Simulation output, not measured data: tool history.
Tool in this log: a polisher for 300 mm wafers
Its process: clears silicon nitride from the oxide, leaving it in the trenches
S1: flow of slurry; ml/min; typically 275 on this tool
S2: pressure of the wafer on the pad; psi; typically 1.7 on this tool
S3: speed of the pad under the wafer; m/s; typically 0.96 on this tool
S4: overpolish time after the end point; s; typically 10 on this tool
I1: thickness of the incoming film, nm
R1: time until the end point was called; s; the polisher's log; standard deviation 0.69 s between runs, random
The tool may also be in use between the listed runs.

run 1 hour=0.0 | S1=275 S2=1.7 S3=0.96 S4=10 | I1=45.2 | R1=79.0
-- hour=11.3 worn pad replaced by a new one
run 2 hour=12.2 | S1=275 S2=1.7 S3=0.96 S4=10 | I1=45.9 | R1=79.6
run 3 hour=28.2 | S1=275 S2=1.7 S3=0.96 S4=10 | I1=45.1 | R1=79.3
run 4 hour=47.6 | S1=275 S2=1.7 S3=0.96 S4=10 | I1=45.4 | R1=78.0
run 5 hour=72.2 | S1=275 S2=1.7 S3=0.96 S4=10 | I1=45.5 | R1=78.3
run 6 hour=84.4 | S1=275 S2=1.7 S3=0.96 S4=10 | I1=45.3 | R1=78.1
-- hour=92.3 worn pad replaced by a new one
run 7 hour=102.5 | S1=275 S2=1.7 S3=0.96 S4=10 | I1=44.6 | R1=75.8
run 8 hour=129.3 | S1=275 S2=1.7 S3=0.96 S4=10 | I1=44.9 | R1=77.6
-- hour=166.7 slurry nozzle cleaned
-- hour=172.4 worn pad replaced by a new one
run 9 hour=196.8 | S1=275 S2=1.7 S3=0.96 S4=10 | I1=45.6 | R1=78.2
run 10 hour=209.7 | S1=230 S2=1.7 S3=0.96 S4=10 | I1=44.9 | R1=79.2
run 11 hour=234.8 | S1=275 S2=1.7 S3=0.96 S4=10 | I1=45.3 | R1=76.8
-- hour=251.5 worn pad replaced by a new one
-- hour=268.0 head pressure recalibrated
run 12 hour=308.4 | S1=275 S2=2.0 S3=0.96 S4=10 | I1=44.3 | R1=65.6
run 13 hour=322.4 | S1=275 S2=1.7 S3=0.78 S4=10 | I1=44.9 | R1=91.0
-- hour=334.3 worn pad replaced by a new one
run 14 hour=337.6 | S1=220 S2=1.1 S3=0.96 S4=15 | I1=45.4 | R1=119.3
run 15 hour=372.4 | S1=300 S2=1.7 S3=0.96 S4=12 | I1=45.3 | R1=75.5

Exercise: give the hidden state of the tool at every run:
removal rate lost through wear of the pad, %: 0 at every run
slurry flow missing at the pad, %: 0 at every run
deviation of the head's pressure from its setpoint, %: 0 at every run
